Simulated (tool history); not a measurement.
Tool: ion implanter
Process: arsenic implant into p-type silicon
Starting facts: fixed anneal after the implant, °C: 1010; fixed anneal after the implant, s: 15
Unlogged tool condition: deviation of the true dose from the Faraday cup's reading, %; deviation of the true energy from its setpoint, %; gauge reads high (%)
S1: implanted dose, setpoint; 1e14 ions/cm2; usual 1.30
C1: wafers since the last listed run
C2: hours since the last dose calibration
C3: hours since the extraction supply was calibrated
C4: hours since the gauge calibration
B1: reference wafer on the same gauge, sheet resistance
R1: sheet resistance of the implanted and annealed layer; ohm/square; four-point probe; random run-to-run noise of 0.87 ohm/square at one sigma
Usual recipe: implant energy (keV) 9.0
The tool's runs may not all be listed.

Run 1, hour 0.0: usual settings but S1 1.16 1e14 ions/cm2; C1 0; C2 1162.3; C3 940.8; C4 1073.6; B1 679.88. Result: R1 626.90 ohm/square.
Run 2, hour 75.1: usual settings but S1 1.16 1e14 ions/cm2; C1 1693; C2 1237.4; C3 1015.9; C4 1148.7; B1 680.11. Result: R1 626.97 ohm/square.
Run 3, hour 152.1: usual settings; C1 1736; C2 1314.4; C3 1092.9; C4 1225.7; B1 680.24. Result: R1 575.82 ohm/square.
Run 4, hour 204.4: usual settings; C1 1179; C2 1366.7; C3 1145.2; C4 1278.0; B1 680.04. Result: R1 576.51 ohm/square.
Run 5, hour 252.1: usual settings; C1 1075; C2 1414.4; C3 1192.9; C4 1325.7; B1 679.70. Result: R1 576.38 ohm/square.
Run 6, hour 334.5: usual settings; C1 1857; C2 1496.8; C3 1275.3; C4 1408.1; B1 679.86. Result: R1 575.05 ohm/square.
Run 7, hour 432.7: usual settings but S1 1.14 1e14 ions/cm2; C1 2214; C2 1595.0; C3 1373.5; C4 1506.3; B1 680.15. Result: R1 635.69 ohm/square.
Run 8, hour 533.5: usual settings; C1 2272; C2 1695.8; C3 1474.3; C4 1607.1; B1 680.16. Result: R1 574.17 ohm/square.
Run 9, hour 616.4: usual settings; C1 1869; C2 1778.7; C3 1557.2; C4 1690.0; B1 679.78. Result: R1 574.64 ohm/square.
Run 10, hour 692.8: usual settings; C1 1722; C2 1855.1; C3 1633.6; C4 1766.4; B1 680.12. Result: R1 573.38 ohm/square.
Run 11, hour 789.7: usual settings; C1 2184; C2 1952.0; C3 1730.5; C4 1863.3; B1 680.54. Result: R1 574.05 ohm/square.
At hour 949.8: gauge calibrated.
At hour 971.8: Faraday cup replaced and dose calibrated.
Run 12, hour 1038.6: usual settings; C1 5431; C2 66.8; C3 1979.4; C4 88.8; B1 679.88. Result: R1 579.77 ohm/square.
Run 13, hour 1109.6: usual settings; C1 1600; C2 137.8; C3 2050.4; C4 159.8; B1 679.86. Result: R1 579.78 ohm/square.
Run 14, hour 1183.3: usual settings but S1 1.08 1e14 ions/cm2, implant energy (keV) 7.0; C1 1661; C2 211.5; C3 2124.1; C4 233.5; B1 680.05. Result: R1 687.97 ohm/square.
Run 15, hour 1275.8: usual settings but S1 1.08 1e14 ions/cm2, implant energy (keV) 7.0; C1 2085; C2 304.0; C3 2216.6; C4 326.0; B1 679.79. Result: R1 685.52 ohm/square.
Run 16, hour 1351.0: usual settings; C1 1695; C2 379.2; C3 2291.8; C4 401.2; B1 679.66. Result: R1 579.19 ohm/square.
Run 17, hour 1421.1: usual settings but S1 1.65 1e14 ions/cm2, implant energy (keV) 8.0; C1 1580; C2 449.3; C3 2361.9; C4 471.3; B1 680.23. Result: R1 489.83 ohm/square.
Run 18, hour 1495.6: usual settings but S1 1.41 1e14 ions/cm2; C1 1679; C2 523.8; C3 2436.4; C4 545.8; B1 679.77. Result: R1 543.53 ohm/square.
Run 19, hour 1543.9: usual settings; C1 1088; C2 572.1; C3 2484.7; C4 594.1; B1 680.16. Result: R1 578.79 ohm/square.
Run 20, hour 1590.6: usual settings but S1 1.09 1e14 ions/cm2, implant energy (keV) 8.0; C1 1052; C2 618.8; C3 2531.4; C4 640.8; B1 680.13. Result: R1 670.00 ohm/square.
Run 21, hour 1646.3: usual settings but S1 1.16 1e14 ions/cm2; C1 1255; C2 674.5; C3 2587.1; C4 696.5; B1 680.00. Result: R1 629.33 ohm/square.
Run 22, hour 1727.8: usual settings but S1 0.92 1e14 ions/cm2, implant energy (keV) 10.5; C1 1837; C2 756.0; C3 2668.6; C4 778.0; B1 679.99. Result: R1 733.05 ohm/square.
Run 23, hour 1780.9: usual settings but S1 1.14 1e14 ions/cm2; C1 1197; C2 809.1; C3 2721.7; C4 831.1; B1 679.88. Result: R1 638.23 ohm/square.
Run 24, hour 1844.1: usual settings but S1 1.62 1e14 ions/cm2, implant energy (keV) 7.0; C1 1424; C2 872.3; C3 2784.9; C4 894.3; B1 679.99. Result: R1 500.88 ohm/square.
Run 25, hour 1935.3: usual settings but S1 1.14 1e14 ions/cm2, implant energy (keV) 7.0; C1 2056; C2 963.5; C3 2876.1; C4 985.5; B1 679.95. Result: R1 656.90 ohm/square.
At hour 1970.7: extraction supply calibrated.
Run 26, hour 2042.3: usual settings but S1 1.00 1e14 ions/cm2, implant energy (keV) 12.0; C1 2232; C2 1070.5; C3 71.6; C4 1092.5; B1 680.06. Result: R1 675.89 ohm/square.
Run 27, hour 2345.9: usual settings but S1 1.51 1e14 ions/cm2, implant energy (keV) 11.5; C1 6845; C2 1374.1; C3 375.2; C4 1396.1; B1 679.64. Result: R1 497.18 ohm/square.
Run 28, hour 2421.0: usual settings; C1 1693; C2 1449.2; C3 450.3; C4 1471.2; B1 679.93. Result: R1 573.33 ohm/square.
Run 29, hour 2474.8: usual settings but S1 1.07 1e14 ions/cm2, implant energy (keV) 6.5; C1 1213; C2 1503.0; C3 504.1; C4 1525.0; B1 679.90. Result: R1 690.45 ohm/square.
Run 30, hour 2555.3: usual settings but S1 1.62 1e14 ions/cm2; C1 1814; C2 1583.5; C3 584.6; C4 1605.5; B1 680.59. Result: R1 483.97 ohm/square.

Predict the results of run 31:
Run 31, hour 2660.1: usual settings but S1 1.13 1e14 ions/cm2, implant energy (keV) 7.0; C1 2362; C2 1688.3; C3 689.4; C4 1710.3; B1 ?. Result: R1 ?.

B1: 679.41
R1: 656.82 ohm/square
If the tool had no hidden condition, the same run with the same run-to-run variation would have returned R1 666.85 ohm/square.
